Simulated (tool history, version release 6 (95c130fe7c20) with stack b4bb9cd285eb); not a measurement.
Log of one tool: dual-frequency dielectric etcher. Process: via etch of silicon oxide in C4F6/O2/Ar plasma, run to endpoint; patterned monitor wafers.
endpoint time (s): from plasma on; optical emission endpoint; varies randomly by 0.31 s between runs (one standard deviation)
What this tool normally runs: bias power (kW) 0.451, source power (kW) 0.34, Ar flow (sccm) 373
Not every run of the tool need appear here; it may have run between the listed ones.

| run | day | bias power (kW) | source power (kW) | Ar flow (sccm) | wafers since the last listed run | hours since the last wet clean | hours since the last bias power generator calibration | hours since the last source power generator calibration | hours since the last Ar flow controller change | hours since the last upper electrode change | incoming incoming film thickness, nm | endpoint time (s) |
|---|---|---|---|---|---|---|---|---|---|---|---|---|
| 1 | 0 | 0.451 | 0.34 | 345 | 0 | 298.2 | 2351.1 | 1290 | 2713.1 | 5071.6 | 160.4 | 47.5 |
| 2 | 0.496 | 0.451 | 0.34 | 345 | 122 | 310.1 | 2363 | 1301.9 | 2725 | 5083.5 | 160.7 | 47.7 |
| 3 | 1.154 | 0.451 | 0.34 | 345 | 163 | 325.9 | 2378.8 | 1317.7 | 2740.8 | 5099.3 | 161.1 | 47.7 |
| 4 | 1.683 | 0.494 | 0.34 | 373 | 131 | 338.6 | 2391.5 | 1330.4 | 2753.5 | 5112 | 160.2 | 46.3 |
| 5 | 2.238 | 0.494 | 0.34 | 373 | 137 | 351.9 | 2404.8 | 1343.7 | 2766.8 | 5125.3 | 161.9 | 47.1 |
| 6 | 2.796 | 0.451 | 0.34 | 373 | 138 | 365.3 | 2418.2 | 1357.1 | 2780.2 | 5138.7 | 162.6 | 49.2 |
| 7 | 3.462 | 0.451 | 0.34 | 373 | 165 | 381.3 | 2434.2 | 1373.1 | 2796.2 | 5154.7 | 159.7 | 47.9 |
| 8 | 3.725 | 0.451 | 0.34 | 373 | 65 | 387.6 | 2440.5 | 1379.4 | 2802.5 | 5161 | 161.5 | 49.3 |
| 9 | 4.333 | 0.451 | 0.34 | 373 | 150 | 402.2 | 2455.1 | 1394 | 2817.1 | 5175.6 | 160.6 | 48.2 |
|  | 4.867 | source power generator calibrated |
|  | 5.55 | upper electrode replaced |
|  | 5.721 | wet clean of the chamber |
| 10 | 6.167 | 0.451 | 0.34 | 439 | 200 | 10.7 | 2499.1 | 31.2 | 2861.1 | 14.8 | 162.4 | 48 |
| 11 | 6.475 | 0.451 | 0.34 | 439 | 76 | 18.1 | 2506.5 | 38.6 | 2868.5 | 22.2 | 161.8 | 47.6 |
| 12 | 6.979 | 0.451 | 0.34 | 373 | 124 | 30.2 | 2518.6 | 50.7 | 2880.6 | 34.3 | 160.8 | 46.5 |
| 13 | 7.412 | 0.451 | 0.34 | 373 | 107 | 40.6 | 2529 | 61.1 | 2891 | 44.7 | 160.7 | 47 |
|  | 7.746 | Ar flow controller replaced |
|  | 7.883 | bias power generator calibrated |
| 14 | 7.904 | 0.451 | 0.34 | 373 | 26 | 52.4 | 0.5 | 72.9 | 3.8 | 56.5 | 161.5 | 46.8 |
| 15 | 8.175 | 0.451 | 0.34 | 397 | 67 | 58.9 | 7 | 79.4 | 10.3 | 63 | 161.3 | 47.7 |
| 16 | 8.842 | 0.451 | 0.34 | 437 | 165 | 74.9 | 23 | 95.4 | 26.3 | 79 | 160.9 | 47.3 |
| 17 | 9.129 | 0.451 | 0.34 | 373 | 71 | 81.8 | 29.9 | 102.3 | 33.2 | 85.9 | 161.1 | 47.1 |
| 18 | 9.838 | 0.451 | 0.4 | 373 | 175 | 98.8 | 46.9 | 119.3 | 50.2 | 102.9 | 160.7 | 43 |
| 19 | 10.179 | 0.451 | 0.34 | 373 | 84 | 107 | 55.1 | 127.5 | 58.4 | 111.1 | 160.9 | 47.1 |
| 20 | 10.683 | 0.451 | 0.34 | 373 | 124 | 119.1 | 67.2 | 139.6 | 70.5 | 123.2 | 161.5 | 47 |
| 21 | 11.308 | 0.41 | 0.34 | 373 | 154 | 134.1 | 82.2 | 154.6 | 85.5 | 138.2 | 162 | 49.4 |
| 22 | 11.712 | 0.451 | 0.31 | 373 | 100 | 143.8 | 91.9 | 164.3 | 95.2 | 147.9 | 160.9 | 50 |
| 23 | 12.117 | 0.504 | 0.3 | 373 | 100 | 153.5 | 101.6 | 174 | 104.9 | 157.6 | 160.4 | 48.8 |
| 24 | 12.471 | 0.451 | 0.34 | 427 | 87 | 162 | 110.1 | 182.5 | 113.4 | 166.1 | 161 | 48.4 |
| 25 | 13.162 | 0.506 | 0.34 | 465 | 171 | 178.6 | 126.7 | 199.1 | 130 | 182.7 | 161.8 | 47.3 |
| 26 | 13.804 | 0.483 | 0.34 | 339 | 158 | 194 | 142.1 | 214.5 | 145.4 | 198.1 | 160.2 | 45.5 |
| 27 | 14.121 | 0.451 | 0.34 | 373 | 78 | 201.6 | 149.7 | 222.1 | 153 | 205.7 | 160.8 | 47.4 |

Branching from run 27: 4 alternative next runs. What would each branch give?
| A | 14.138 | 0.451 | 0.38 | 373 | 4 | 202 | 150.1 | 222.5 | 153.4 | 206.1 | 159.6 | ? |
| B | 14.138 | 0.499 | 0.3 | 424 | 4 | 202 | 150.1 | 222.5 | 153.4 | 206.1 | 159.6 | ? |
| C | 14.138 | 0.519 | 0.4 | 409 | 4 | 202 | 150.1 | 222.5 | 153.4 | 206.1 | 159.6 | ? |
| D | 14.138 | 0.451 | 0.3 | 305 | 4 | 202 | 150.1 | 222.5 | 153.4 | 206.1 | 159.6 | ? |

| run | endpoint time (s) |
|---|---|
| A | 45 |
| B | 50.3 |
| C | 42.1 |
| D | 50.2 |
Without the tool's hidden state the same runs would have given:
| run | endpoint time (s) |
|---|---|
| A | 43.8 |
| B | 49 |
| C | 41 |
| D | 48.8 |

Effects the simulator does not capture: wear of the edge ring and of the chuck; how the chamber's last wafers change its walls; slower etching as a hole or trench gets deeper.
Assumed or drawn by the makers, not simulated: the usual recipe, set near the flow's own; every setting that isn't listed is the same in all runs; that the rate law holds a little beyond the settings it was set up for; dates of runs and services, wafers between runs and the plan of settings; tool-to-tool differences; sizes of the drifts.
